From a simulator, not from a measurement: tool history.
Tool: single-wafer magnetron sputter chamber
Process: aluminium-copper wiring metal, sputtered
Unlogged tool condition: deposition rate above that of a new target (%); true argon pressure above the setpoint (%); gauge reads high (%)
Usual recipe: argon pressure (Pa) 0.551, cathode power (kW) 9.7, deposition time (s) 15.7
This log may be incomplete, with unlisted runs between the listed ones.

| run | hour | argon pressure (Pa) | cathode power (kW) | deposition time (s) | wafers since the last listed run | wafers on the sputter target | hours since the last manometer calibration | hours since the magnet pack was replaced | hours since the gauge calibration | read-back reference wafer on the same gauge, thickness_nm | mean film thickness on the monitor wafer (angstrom) |
|---|---|---|---|---|---|---|---|---|---|---|---|
| 1 | 0 | 0.618 | 9.7 | 15.7 | 0 | 461 | 1064.5 | 8185.2 | 477.8 | 203.047 | 2183.57 |
| 2 | 32.8 | 0.551 | 8.65 | 16.4 | 872 | 1334 | 1097.3 | 8218 | 510.6 | 202.918 | 2108.97 |
| 3 | 65.3 | 0.551 | 8.65 | 16.4 | 864 | 2198 | 1129.8 | 8250.5 | 543.1 | 203.056 | 2113.64 |
| 4 | 88.2 | 0.551 | 8.65 | 16.4 | 609 | 2808 | 1152.7 | 8273.4 | 566 | 203.139 | 2114.08 |
| 5 | 116.3 | 0.551 | 9.7 | 15.7 | 747 | 3555 | 1180.8 | 8301.5 | 594.1 | 203.097 | 2236.33 |
|  | 146.8 | sputter target and shields replaced |
| 6 | 147.3 | 0.551 | 9.7 | 15.7 | 611 | 14 | 1211.8 | 8332.5 | 625.1 | 203.043 | 2247.69 |
| 7 | 179.3 | 0.551 | 9.7 | 15.7 | 851 | 865 | 1243.8 | 8364.5 | 657.1 | 203.019 | 2245.81 |
| 8 | 214.6 | 0.551 | 9.7 | 15.7 | 939 | 1805 | 1279.1 | 8399.8 | 692.4 | 202.913 | 2236.04 |
| 9 | 243.6 | 0.551 | 9.7 | 15.7 | 771 | 2576 | 1308.1 | 8428.8 | 721.4 | 203.111 | 2243.61 |
| 10 | 273.3 | 0.551 | 9.7 | 15.7 | 790 | 3366 | 1337.8 | 8458.5 | 751.1 | 202.925 | 2236.9 |
| 11 | 287.9 | 0.551 | 9.7 | 15.7 | 388 | 3755 | 1352.4 | 8473.1 | 765.7 | 202.771 | 2243.12 |
| 12 | 301.2 | 0.551 | 9.7 | 15.7 | 353 | 4109 | 1365.7 | 8486.4 | 779 | 202.895 | 2239.57 |
|  | 312.2 | gauge calibrated |
| 13 | 315.7 | 0.474 | 9.7 | 15.7 | 385 | 4494 | 1380.2 | 8500.9 | 3.5 | 202.859 | 2301.16 |
|  | 327.1 | capacitance manometer re-zeroed and calibrated |
|  | 333.9 | sputter target and shields replaced |
| 14 | 334.4 | 0.474 | 9.7 | 15.7 | 103 | 13 | 7.3 | 8519.6 | 22.2 | 203.008 | 2304.16 |
| 15 | 353.3 | 0.551 | 9.7 | 15.7 | 502 | 516 | 26.2 | 8538.5 | 41.1 | 202.755 | 2244.98 |
|  | 377 | magnet pack replaced |
| 16 | 388.6 | 0.551 | 9.7 | 13.4 | 726 | 1242 | 61.5 | 11.6 | 76.4 | 203.021 | 1915.34 |
| 17 | 421 | 0.551 | 7.9 | 15.7 | 862 | 2104 | 93.9 | 44 | 108.8 | 202.86 | 1863.63 |
| 18 | 435.1 | 0.705 | 11.85 | 15.7 | 375 | 2479 | 108 | 58.1 | 122.9 | 202.991 | 2558.97 |
| 19 | 506.5 | 0.396 | 8.55 | 14.2 | 1899 | 4379 | 179.4 | 129.5 | 194.3 | 202.944 | 1913.4 |
|  | 524.7 | sputter target and shields replaced |
| 20 | 525.2 | 0.373 | 8.7 | 13.8 | 284 | 14 | 198.1 | 148.2 | 213 | 202.989 | 1907.08 |
| 21 | 551 | 0.675 | 9.7 | 15.7 | 686 | 700 | 223.9 | 174 | 238.8 | 203.007 | 2148.93 |
| 22 | 564.6 | 0.455 | 9.7 | 17.4 | 361 | 1062 | 237.5 | 187.6 | 252.4 | 203.039 | 2570.25 |
| 23 | 578.6 | 0.551 | 9.7 | 15.7 | 372 | 1435 | 251.5 | 201.6 | 266.4 | 202.965 | 2241.22 |
| 24 | 599.7 | 0.683 | 12.05 | 13.6 | 561 | 1996 | 272.6 | 222.7 | 287.5 | 202.901 | 2253.26 |
| 25 | 634.2 | 0.551 | 9.7 | 14.5 | 917 | 2914 | 307.1 | 257.2 | 322 | 202.995 | 2069.97 |
| 26 | 654.8 | 0.433 | 9.7 | 17.3 | 548 | 3462 | 327.7 | 277.8 | 342.6 | 202.959 | 2574.9 |
| 27 | 689.5 | 0.675 | 9.7 | 15.7 | 923 | 4385 | 362.4 | 312.5 | 377.3 | 203.199 | 2145.2 |
|  | 723.9 | sputter target and shields replaced |
| 28 | 724.4 | 0.551 | 9.7 | 15.7 | 715 | 13 | 397.3 | 347.4 | 412.2 | 202.939 | 2245.48 |
| 29 | 734.7 | 0.551 | 8.8 | 15.7 | 274 | 287 | 407.6 | 357.7 | 422.5 | 202.9 | 2051.54 |
| 30 | 759.9 | 0.551 | 9.7 | 15.7 | 670 | 958 | 432.8 | 382.9 | 447.7 | 202.736 | 2250.49 |
| 31 | 777.9 | 0.625 | 9.7 | 13.8 | 478 | 1437 | 450.8 | 400.9 | 465.7 | 203.14 | 1919.22 |
| 32 | 796.1 | 0.396 | 9.7 | 18.8 | 484 | 1921 | 469 | 419.1 | 483.9 | 203.054 | 2835.46 |
| 33 | 841.9 | 0.331 | 8.55 | 15.7 | 1218 | 3139 | 514.8 | 464.9 | 529.7 | 202.777 | 2161.8 |
| 34 | 854.7 | 0.458 | 8.65 | 16.5 | 340 | 3480 | 527.6 | 477.7 | 542.5 | 203.113 | 2187.28 |
| 35 | 879.7 | 0.551 | 8.35 | 15.7 | 665 | 4145 | 552.6 | 502.7 | 567.5 | 202.96 | 1954.84 |

List, for all runs, the conditions of the tool that the log does not record:
deposition rate above that of a new target (%): 0, the same for each run
true argon pressure above the setpoint (%): 0, the same for each run
gauge reads high (%): 0, the same for each run
